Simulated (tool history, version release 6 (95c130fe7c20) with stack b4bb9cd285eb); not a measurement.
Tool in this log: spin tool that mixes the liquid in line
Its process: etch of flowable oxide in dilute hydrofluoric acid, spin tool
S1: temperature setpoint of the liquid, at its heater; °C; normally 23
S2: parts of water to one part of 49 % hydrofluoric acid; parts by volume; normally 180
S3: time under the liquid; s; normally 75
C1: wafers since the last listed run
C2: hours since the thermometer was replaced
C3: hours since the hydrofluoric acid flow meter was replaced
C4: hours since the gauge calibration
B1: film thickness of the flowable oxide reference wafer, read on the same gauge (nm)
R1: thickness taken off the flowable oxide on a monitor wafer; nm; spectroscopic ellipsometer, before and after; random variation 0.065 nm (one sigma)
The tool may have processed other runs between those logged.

| run | hour | S1 | S2 | S3 | C1 | C2 | C3 | C4 | B1 | R1 |
|---|---|---|---|---|---|---|---|---|---|---|
| 1 | 0 | 23 | 180 | 75 | 0 | 320.3 | 1613.5 | 390.9 | 69.99 | 15.95 |
| 2 | 12.6 | 23 | 180 | 75 | 179 | 332.9 | 1626.1 | 403.5 | 70 | 15.92 |
|  | 24.2 | gauge calibrated |
| 3 | 29.3 | 23 | 180 | 75 | 238 | 349.6 | 1642.8 | 5.1 | 70.01 | 15.93 |
| 4 | 53.7 | 21 | 180 | 75 | 347 | 374 | 1667.2 | 29.5 | 70.04 | 14.85 |
| 5 | 67.2 | 23 | 180 | 75 | 192 | 387.5 | 1680.7 | 43 | 70 | 15.98 |
| 6 | 87.6 | 23 | 245 | 75 | 290 | 407.9 | 1701.1 | 63.4 | 70 | 11.02 |
| 7 | 118.1 | 23 | 245 | 75 | 434 | 438.4 | 1731.6 | 93.9 | 70.01 | 11.03 |
| 8 | 144.3 | 23 | 245 | 75 | 373 | 464.6 | 1757.8 | 120.1 | 69.98 | 11.1 |
| 9 | 170.4 | 20 | 145 | 75 | 371 | 490.7 | 1783.9 | 146.2 | 70.01 | 18.42 |
| 10 | 187.3 | 20 | 145 | 75 | 240 | 507.6 | 1800.8 | 163.1 | 69.97 | 18.69 |
| 11 | 203.6 | 20 | 145 | 75 | 232 | 523.9 | 1817.1 | 179.4 | 69.97 | 18.61 |
| 12 | 232.4 | 23 | 180 | 75 | 410 | 552.7 | 1845.9 | 208.2 | 69.99 | 16.15 |
| 13 | 268.3 | 23 | 180 | 75 | 511 | 588.6 | 1881.8 | 244.1 | 70.02 | 16.22 |
| 14 | 293 | 23 | 245 | 75 | 352 | 613.3 | 1906.5 | 268.8 | 70.01 | 11.16 |
| 15 | 320.4 | 23 | 250 | 75 | 390 | 640.7 | 1933.9 | 296.2 | 70 | 10.84 |
| 16 | 339.6 | 23 | 180 | 110 | 273 | 659.9 | 1953.1 | 315.4 | 70.02 | 23.81 |
| 17 | 359.6 | 23 | 180 | 75 | 285 | 679.9 | 1973.1 | 335.4 | 70 | 16.3 |
| 18 | 393.4 | 21.5 | 180 | 75 | 481 | 713.7 | 2006.9 | 369.2 | 70.01 | 15.42 |
| 19 | 410.4 | 27.5 | 120 | 105 | 242 | 730.7 | 2023.9 | 386.2 | 69.98 | 43.57 |
| 20 | 429 | 18.5 | 180 | 100 | 265 | 749.3 | 2042.5 | 404.8 | 69.97 | 18.27 |
|  | 445.3 | hydrofluoric acid flow meter replaced |
| 21 | 451.3 | 23 | 255 | 60 | 303 | 771.6 | 6 | 427.1 | 70.01 | 8.51 |
|  | 457 | gauge calibrated |
| 22 | 477.1 | 23 | 225 | 75 | 367 | 797.4 | 31.8 | 20.1 | 69.98 | 12.5 |
|  | 479.6 | thermometer replaced |
| 23 | 496.9 | 23 | 180 | 75 | 267 | 17.3 | 51.6 | 39.9 | 70.02 | 15.6 |
| 24 | 524.5 | 25.5 | 115 | 105 | 393 | 44.9 | 79.2 | 67.5 | 70.01 | 40.96 |
| 25 | 559.2 | 23 | 255 | 110 | 494 | 79.6 | 113.9 | 102.2 | 70.01 | 15 |
| 26 | 585.8 | 25 | 180 | 75 | 379 | 106.2 | 140.5 | 128.8 | 70 | 16.83 |
| 27 | 675.9 | 26.5 | 135 | 75 | 1284 | 196.3 | 230.6 | 218.9 | 70.02 | 25.46 |

Some steps in R1, run to run, broken into two amounts with sign: the step expected even without the hidden condition (settings, incoming material, random variation), and the rest, left for the hidden condition together with whatever gauge scatter is not in both the measured and the hidden-condition-free result:
The tool's hidden condition here consists of: liquid hotter than its thermometer reads (K); hydrofluoric acid flow above the setpoint (%); gauge reads high (%).
Run 18 -> 19: S1 21.5 -> 27.5, S2 180 -> 120, S3 75 -> 105. R1 +28.15 nm: hidden state +1.26, all else +26.89.
Run 19 -> 20: S1 27.5 -> 18.5, S2 120 -> 180, S3 105 -> 100. R1 -25.3 nm: hidden state -1.08, all else -24.22.
Run 24 -> 25: S1 25.5 -> 23, S2 115 -> 255, S3 105 -> 110. R1 -25.96 nm: hidden state -0.1, all else -25.86.
